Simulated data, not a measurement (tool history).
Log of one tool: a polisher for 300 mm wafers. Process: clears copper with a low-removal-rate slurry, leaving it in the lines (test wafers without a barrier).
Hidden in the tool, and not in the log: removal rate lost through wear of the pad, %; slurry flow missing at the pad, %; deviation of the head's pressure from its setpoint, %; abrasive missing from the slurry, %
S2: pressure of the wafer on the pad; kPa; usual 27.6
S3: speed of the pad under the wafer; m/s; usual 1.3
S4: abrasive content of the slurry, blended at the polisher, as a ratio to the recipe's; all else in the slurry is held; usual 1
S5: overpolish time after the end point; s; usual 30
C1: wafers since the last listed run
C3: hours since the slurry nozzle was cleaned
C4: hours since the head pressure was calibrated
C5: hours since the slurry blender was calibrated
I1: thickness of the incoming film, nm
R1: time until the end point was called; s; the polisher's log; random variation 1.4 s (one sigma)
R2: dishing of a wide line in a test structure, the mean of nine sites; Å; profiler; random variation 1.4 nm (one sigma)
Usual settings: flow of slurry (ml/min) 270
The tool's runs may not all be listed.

run 1 hour=0 | flow_of_slurry_(ml/min)=270 S2=27.6 S3=1.3 S4=1 S5=30 | C1=0 wafers_polished_on_this_pad=1992 C3=495.9 C4=253.3 C5=335.9 | I1=415 | R1=86.3 R2=547
-- hour=2.3 slurry nozzle cleaned
run 2 hour=50.8 | flow_of_slurry_(ml/min)=270 S2=27.6 S3=1.3 S4=1 S5=30 | C1=391 wafers_polished_on_this_pad=2384 C3=48.5 C4=304.1 C5=386.7 | I1=418.3 | R1=88.7 R2=540
-- hour=68.3 slurry blender recalibrated
run 3 hour=93.9 | flow_of_slurry_(ml/min)=270 S2=27.6 S3=1.3 S4=1 S5=30 | C1=323 wafers_polished_on_this_pad=2707 C3=91.6 C4=347.2 C5=25.6 | I1=421.1 | R1=89.1 R2=531
-- hour=128.4 worn pad replaced by a new one
run 4 hour=131 | flow_of_slurry_(ml/min)=270 S2=27.6 S3=1.3 S4=1 S5=30 | C1=260 wafers_polished_on_this_pad=20 C3=128.7 C4=384.3 C5=62.7 | I1=420.2 | R1=80.6 R2=547
run 5 hour=227 | flow_of_slurry_(ml/min)=270 S2=27.6 S3=1.3 S4=1 S5=30 | C1=755 wafers_polished_on_this_pad=775 C3=224.7 C4=480.3 C5=158.7 | I1=414 | R1=85.9 R2=549
run 6 hour=285.9 | flow_of_slurry_(ml/min)=270 S2=27.6 S3=1.3 S4=1 S5=30 | C1=463 wafers_polished_on_this_pad=1238 C3=283.6 C4=539.2 C5=217.6 | I1=412.9 | R1=85.8 R2=541
-- hour=457.9 slurry blender recalibrated
-- hour=466.5 worn pad replaced by a new one
run 7 hour=494.8 | flow_of_slurry_(ml/min)=270 S2=27.6 S3=1.3 S4=1 S5=30 | C1=1595 wafers_polished_on_this_pad=222 C3=492.5 C4=748.1 C5=36.9 | I1=425 | R1=84.7 R2=528
run 8 hour=559.8 | flow_of_slurry_(ml/min)=270 S2=27.6 S3=1.3 S4=1 S5=30 | C1=511 wafers_polished_on_this_pad=734 C3=557.5 C4=813.1 C5=101.9 | I1=414.7 | R1=85.6 R2=536
-- hour=602.8 slurry nozzle cleaned
run 9 hour=629.6 | flow_of_slurry_(ml/min)=270 S2=27.6 S3=1.3 S4=1 S5=30 | C1=541 wafers_polished_on_this_pad=1275 C3=26.8 C4=882.9 C5=171.7 | I1=416.1 | R1=91.2 R2=534
run 10 hour=670.6 | flow_of_slurry_(ml/min)=270 S2=27.6 S3=1.3 S4=1 S5=30 | C1=322 wafers_polished_on_this_pad=1597 C3=67.8 C4=923.9 C5=212.7 | I1=427.4 | R1=91.4 R2=519
run 11 hour=710.5 | flow_of_slurry_(ml/min)=270 S2=27.6 S3=1.3 S4=1 S5=30 | C1=313 wafers_polished_on_this_pad=1911 C3=107.7 C4=963.8 C5=252.6 | I1=414.5 | R1=93.5 R2=521
run 12 hour=736 | flow_of_slurry_(ml/min)=315 S2=35.2 S3=1.5 S4=1 S5=18 | C1=200 wafers_polished_on_this_pad=2112 C3=133.2 C4=989.3 C5=278.1 | I1=424.6 | R1=64.3 R2=492
-- hour=872.2 worn pad replaced by a new one
-- hour=872.6 slurry blender recalibrated
run 13 hour=949.4 | flow_of_slurry_(ml/min)=270 S2=27.6 S3=1.3 S4=1 S5=30 | C1=1643 wafers_polished_on_this_pad=604 C3=346.6 C4=1202.7 C5=76.8 | I1=415 | R1=91.1 R2=522
-- hour=1006.2 head pressure recalibrated
run 14 hour=1020 | flow_of_slurry_(ml/min)=270 S2=27.6 S3=1.3 S4=1 S5=30 | C1=539 wafers_polished_on_this_pad=1143 C3=417.2 C4=13.8 C5=147.4 | I1=417.6 | R1=82.7 R2=553
run 15 hour=1066.2 | flow_of_slurry_(ml/min)=270 S2=18.6 S3=1.7 S4=1.1 S5=30 | C1=363 wafers_polished_on_this_pad=1506 C3=463.4 C4=60 C5=193.6 | I1=417 | R1=99.5 R2=483
run 16 hour=1115.3 | flow_of_slurry_(ml/min)=270 S2=35.9 S3=1.52 S4=1 S5=30 | C1=386 wafers_polished_on_this_pad=1893 C3=512.5 C4=109.1 C5=242.7 | I1=425.7 | R1=59.8 R2=657
-- hour=1153.6 slurry nozzle cleaned
run 17 hour=1154.7 | flow_of_slurry_(ml/min)=270 S2=27.6 S3=1.12 S4=1 S5=30 | C1=302 wafers_polished_on_this_pad=2195 C3=1.1 C4=148.5 C5=282.1 | I1=412.9 | R1=101.7 R2=506
run 18 hour=1181.6 | flow_of_slurry_(ml/min)=185 S2=36.5 S3=1.3 S4=1 S5=23 | C1=211 wafers_polished_on_this_pad=2406 C3=28 C4=175.4 C5=309 | I1=429.3 | R1=69.4 R2=558
-- hour=1207.8 slurry blender recalibrated
-- hour=1229.6 worn pad replaced by a new one
run 19 hour=1230.1 | flow_of_slurry_(ml/min)=270 S2=27.6 S3=1.3 S4=1 S5=48 | C1=334 wafers_polished_on_this_pad=4 C3=76.5 C4=223.9 C5=22.3 | I1=416.6 | R1=78.4 R2=665
run 20 hour=1276.5 | flow_of_slurry_(ml/min)=315 S2=27.6 S3=1.3 S4=1 S5=30 | C1=364 wafers_polished_on_this_pad=369 C3=122.9 C4=270.3 C5=68.7 | I1=420.2 | R1=86.6 R2=556
run 21 hour=1415.5 | flow_of_slurry_(ml/min)=270 S2=27.6 S3=1.3 S4=1 S5=30 | C1=1093 wafers_polished_on_this_pad=1462 C3=261.9 C4=409.3 C5=207.7 | I1=418.8 | R1=94.9 R2=522
run 22 hour=1445.6 | flow_of_slurry_(ml/min)=270 S2=20 S3=1.3 S4=1 S5=30 | C1=236 wafers_polished_on_this_pad=1699 C3=292 C4=439.4 C5=237.8 | I1=416 | R1=124 R2=437
run 23 hour=1485.5 | flow_of_slurry_(ml/min)=270 S2=27.6 S3=1.3 S4=1 S5=30 | C1=313 wafers_polished_on_this_pad=2012 C3=331.9 C4=479.3 C5=277.7 | I1=422.9 | R1=93.8 R2=522
run 24 hour=1545.2 | flow_of_slurry_(ml/min)=270 S2=27.6 S3=1.48 S4=1.25 S5=23 | C1=469 wafers_polished_on_this_pad=2482 C3=391.6 C4=539 C5=337.4 | I1=417.7 | R1=78.7 R2=478
-- hour=1549.1 slurry blender recalibrated
run 25 hour=1582.3 | flow_of_slurry_(ml/min)=270 S2=24.1 S3=1.3 S4=1 S5=23 | C1=276 wafers_polished_on_this_pad=2758 C3=428.7 C4=576.1 C5=33.2 | I1=415.3 | R1=107.9 R2=429
run 26 hour=1634.9 | flow_of_slurry_(ml/min)=270 S2=27.6 S3=1.3 S4=1 S5=30 | C1=413 wafers_polished_on_this_pad=3172 C3=481.3 C4=628.7 C5=85.8 | I1=423.8 | R1=100.1 R2=508
-- hour=1639.3 worn pad replaced by a new one
run 27 hour=1695.2 | flow_of_slurry_(ml/min)=270 S2=19.3 S3=1.3 S4=1.3 S5=30 | C1=442 wafers_polished_on_this_pad=439 C3=541.6 C4=689 C5=146.1 | I1=426.1 | R1=127.2 R2=446

5 ways to go on from here, each from the tool as it stands after run 27. What would each give?
run A hour=1695.7 | flow_of_slurry_(ml/min)=270 S2=27.6 S3=1.3 S4=1 S5=30 | C1=3 wafers_polished_on_this_pad=443 C3=542.1 C4=689.5 C5=146.6 | I1=418.9 | R1=? R2=?
run B hour=1695.7 | flow_of_slurry_(ml/min)=295 S2=34.5 S3=1.02 S4=1 S5=30 | C1=3 wafers_polished_on_this_pad=443 C3=542.1 C4=689.5 C5=146.6 | I1=418.9 | R1=? R2=?
run C hour=1695.7 | flow_of_slurry_(ml/min)=270 S2=27.6 S3=1.06 S4=1 S5=16 | C1=3 wafers_polished_on_this_pad=443 C3=542.1 C4=689.5 C5=146.6 | I1=418.9 | R1=? R2=?
run D hour=1695.7 | flow_of_slurry_(ml/min)=270 S2=19.3 S3=1.3 S4=1.15 S5=30 | C1=3 wafers_polished_on_this_pad=443 C3=542.1 C4=689.5 C5=146.6 | I1=418.9 | R1=? R2=?
run E hour=1695.7 | flow_of_slurry_(ml/min)=180 S2=24.8 S3=1.3 S4=1 S5=13 | C1=3 wafers_polished_on_this_pad=443 C3=542.1 C4=689.5 C5=146.6 | I1=418.9 | R1=? R2=?

run=A R1=89.5 R2=525
run=B R1=91 R2=527
run=C R1=109.7 R2=321
run=D R1=124.7 R2=434
run=E R1=101.7 R2=290
Without the tool's hidden state the same runs would have given:
run=A R1=75.5 R2=567
run=B R1=76.8 R2=571
run=C R1=92.5 R2=363
run=D R1=105.2 R2=479
run=E R1=85.8 R2=330

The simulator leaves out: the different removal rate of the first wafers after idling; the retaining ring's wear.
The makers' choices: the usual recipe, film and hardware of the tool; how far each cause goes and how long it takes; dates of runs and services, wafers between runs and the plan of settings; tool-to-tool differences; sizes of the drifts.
